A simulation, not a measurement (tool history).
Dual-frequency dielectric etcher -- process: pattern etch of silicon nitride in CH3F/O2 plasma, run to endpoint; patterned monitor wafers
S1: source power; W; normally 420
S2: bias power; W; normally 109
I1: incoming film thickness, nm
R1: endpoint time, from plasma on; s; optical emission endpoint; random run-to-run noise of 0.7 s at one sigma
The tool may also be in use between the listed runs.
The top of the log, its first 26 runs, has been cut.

Run 27, day 52.962: usual settings but S1 510 W, S2 124 W; I1 78.9. Result: R1 71.7 s.
Run 28, day 55.008: usual settings; I1 79.2. Result: R1 82.1 s.
Run 29, day 57.888: usual settings; I1 78.2. Result: R1 80.7 s.
At day 60.804: wet clean of the chamber.
Run 30, day 60.825: usual settings but S1 340 W, S2 93 W; I1 78.5. Result: R1 91.1 s.
Run 31, day 61.667: usual settings but S1 480 W, S2 121 W; I1 78.5. Result: R1 72.1 s.
Run 32, day 63.246: usual settings but S1 390 W, S2 128 W; I1 79.5. Result: R1 75 s.
Run 33, day 65.867: usual settings but S1 390 W, S2 130 W; I1 78.7. Result: R1 74.7 s.
Run 34, day 67.104: usual settings; I1 78. Result: R1 79.4 s.

Consider 5 possible next runs. They are alternatives, not a sequence: every one starts from the tool as it was left by run 34. What does each give?
Run A, day 67.125: usual settings but S1 360 W; I1 79. Result: R1 ?.
Run B, day 67.125: usual settings but S1 450 W, S2 82 W; I1 79. Result: R1 ?.
Run C, day 67.125: usual settings but S1 340 W, S2 121 W; I1 79. Result: R1 ?.
Run D, day 67.125: usual settings but S1 490 W, S2 134 W; I1 79. Result: R1 ?.
Run E, day 67.125: usual settings but S2 88 W; I1 79. Result: R1 ?.

run    R1
  A    84
  B  90.3
  C  81.2
  D  69.6
  E  89.1
Take away the tool's hidden state, keep each run's random variation, and the runs would have read:
run    R1
  A  83.4
  B  89.6
  C  80.6
  D  69.1
  E  88.4
